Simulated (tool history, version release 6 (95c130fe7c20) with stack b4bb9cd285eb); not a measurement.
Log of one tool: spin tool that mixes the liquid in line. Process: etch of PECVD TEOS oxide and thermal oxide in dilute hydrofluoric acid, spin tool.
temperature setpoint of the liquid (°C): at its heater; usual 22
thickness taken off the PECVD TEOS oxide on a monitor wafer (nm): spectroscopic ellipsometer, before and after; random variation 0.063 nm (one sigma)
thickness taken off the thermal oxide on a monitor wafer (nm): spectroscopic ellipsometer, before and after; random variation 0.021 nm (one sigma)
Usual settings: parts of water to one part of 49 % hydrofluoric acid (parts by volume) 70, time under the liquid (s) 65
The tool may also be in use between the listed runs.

run,day,temperature setpoint of the liquid (°C),parts of water to one part of 49 % hydrofluoric acid (parts by volume),time under the liquid (s),"read-back film thickness of the PECVD TEOS oxide reference wafer, read on the same gauge (nm)","read-back film thickness of the thermal oxide reference wafer, read on the same gauge (nm)",thickness taken off the PECVD TEOS oxide on a monitor wafer (nm),thickness taken off the thermal oxide on a monitor wafer (nm)
1,0,22,70,65,39.99,140.018,11.56,4.215
2,3.229,22,70,65,40,140.025,11.51,4.204
3,6.208,22,70,65,40,139.996,11.5,4.224
4,11.288,22,70,65,39.99,140.02,11.58,4.215
5,13.7,22,70,65,39.99,140.004,11.47,4.201
6,15.583,22,70,65,40.02,140.001,11.43,4.219
7,17.142,22,70,65,39.99,139.987,11.56,4.206
8,28.642,22,70,65,40.03,140.038,11.62,4.264
9,31.688,22,70,65,39.99,140.026,11.62,4.262
# day 34.708: thermometer replaced
10,35.562,22,70,65,39.99,139.972,11.33,4.156
# day 37.329: hydrofluoric acid flow meter replaced
11,39.512,22,70,65,40,140.006,11.42,4.169
12,41.096,22,70,65,40.01,139.996,11.39,4.153
# day 42.575: gauge calibrated
13,45.112,22,45,90,39.98,140.011,25.3,9.209
14,48.75,24.5,70,50,40,139.984,9.74,3.524
15,52.6,18.5,55,95,40.01,139.992,18.73,6.833
16,54.404,22,70,65,40.01,140.011,11.37,4.203
17,58.604,22,70,65,40.02,139.99,11.38,4.185
18,60.142,22,80,65,40,140.022,9.94,3.629
19,64.588,20.5,50,40,39.99,140.012,9.52,3.449
20,72.804,22,70,65,40.01,140.001,11.49,4.227
21,76.979,22,80,30,40.01,140.017,4.61,1.674
22,80.079,25.5,55,100,39.98,140.011,26.45,9.684
23,82.488,22,70,65,40.01,140,11.53,4.228
24,84.712,17.5,50,50,40.04,140,10.6,3.829
25,88.896,20.5,55,65,39.99,140.001,14.07,5.093

The tool's hidden state at each run:
hydrofluoric acid flow above the setpoint (%): 0 in every run
gauge reads high (%): 0 in every run
H1: liquid hotter than its thermometer reads (K)
run,H1
1,0.4
2,0.428
3,0.455
4,0.499
5,0.521
6,0.537
7,0.551
8,0.652
9,0.679
10,0.088
11,0.123
12,0.137
13,0.172
14,0.204
15,0.238
16,0.254
17,0.291
18,0.304
19,0.343
20,0.416
21,0.452
22,0.48
23,0.501
24,0.52
25,0.557

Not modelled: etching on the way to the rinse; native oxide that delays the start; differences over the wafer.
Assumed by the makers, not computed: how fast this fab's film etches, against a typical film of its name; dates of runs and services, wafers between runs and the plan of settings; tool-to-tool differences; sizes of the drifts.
